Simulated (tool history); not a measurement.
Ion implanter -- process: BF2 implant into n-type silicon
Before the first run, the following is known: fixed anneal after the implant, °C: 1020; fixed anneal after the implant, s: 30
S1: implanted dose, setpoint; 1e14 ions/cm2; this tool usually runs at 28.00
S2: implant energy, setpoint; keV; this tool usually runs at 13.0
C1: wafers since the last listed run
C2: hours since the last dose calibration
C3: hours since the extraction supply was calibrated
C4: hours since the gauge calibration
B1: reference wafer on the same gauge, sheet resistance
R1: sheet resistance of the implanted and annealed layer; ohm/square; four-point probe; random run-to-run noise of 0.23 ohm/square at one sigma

run,hour,S1,S2,C1,C2,C3,C4,B1,R1
1,0.0,28.00,9.5,0,179.6,3280.1,181.5,136.67,165.09
2,59.7,28.00,11.5,721,239.3,3339.8,241.2,136.96,157.14
3,78.1,28.00,11.5,222,257.7,3358.2,259.6,136.96,157.46
4,100.0,28.00,11.5,264,279.6,3380.1,281.5,137.02,158.00
5,135.6,28.00,13.0,430,315.2,3415.7,317.1,137.07,151.91
6,162.5,28.00,13.0,324,342.1,3442.6,344.0,137.22,152.44
7,174.8,28.00,13.0,148,354.4,3454.9,356.3,137.18,152.27
8,199.7,28.00,16.0,300,379.3,3479.8,381.2,137.26,143.32
9,234.4,28.00,16.0,419,414.0,3514.5,415.9,137.39,143.12
10,246.8,28.00,16.0,149,426.4,3526.9,428.3,137.43,143.65
11,259.6,28.00,13.0,154,439.2,3539.7,441.1,137.43,152.57
12,280.7,28.00,13.0,254,460.3,3560.8,462.2,137.56,152.51
13,300.8,28.00,13.0,242,480.4,3580.9,482.3,137.55,152.80
14,320.8,28.00,11.0,241,500.4,3600.9,502.3,137.67,160.18
# hour 336.7: extraction supply calibrated
15,346.7,28.00,15.0,216,526.3,10.0,528.2,137.66,146.43
16,372.4,28.00,11.5,310,552.0,35.7,553.9,137.75,158.04
17,405.2,24.02,13.0,396,584.8,68.5,586.7,137.90,153.70
# hour 424.3: gauge calibrated
18,431.3,22.13,16.0,315,610.9,94.6,7.0,136.08,143.11
# hour 440.1: Faraday cup replaced and dose calibrated
19,453.5,33.20,9.0,171,13.4,116.8,29.2,136.01,166.45
20,467.7,31.78,10.0,171,27.6,131.0,43.4,136.12,162.24
21,492.2,22.31,9.0,295,52.1,155.5,67.9,136.19,166.27
22,518.2,22.85,16.0,314,78.1,181.5,93.9,136.18,143.24
23,552.4,30.18,10.0,413,112.3,215.7,128.1,136.37,162.87
24,566.1,20.45,11.0,165,126.0,229.4,141.8,136.46,159.08
25,596.5,28.00,13.0,367,156.4,259.8,172.2,136.53,151.53
26,622.1,28.00,13.0,309,182.0,285.4,197.8,136.51,151.95

3 ways to go on from here, each from the tool as it stands after run 26. What would each give?
A,622.5,28.00,15.5,4,182.4,285.8,198.2,?,?
B,622.5,35.70,14.5,4,182.4,285.8,198.2,?,?
C,622.5,28.00,16.5,4,182.4,285.8,198.2,?,?

run,B1,R1
A,136.41,143.36
B,136.41,144.76
C,136.41,140.53
The same runs, with their run-to-run variation unchanged, on a tool lacking any hidden condition would have given:
run,R1
A,142.82
B,144.22
C,140.00
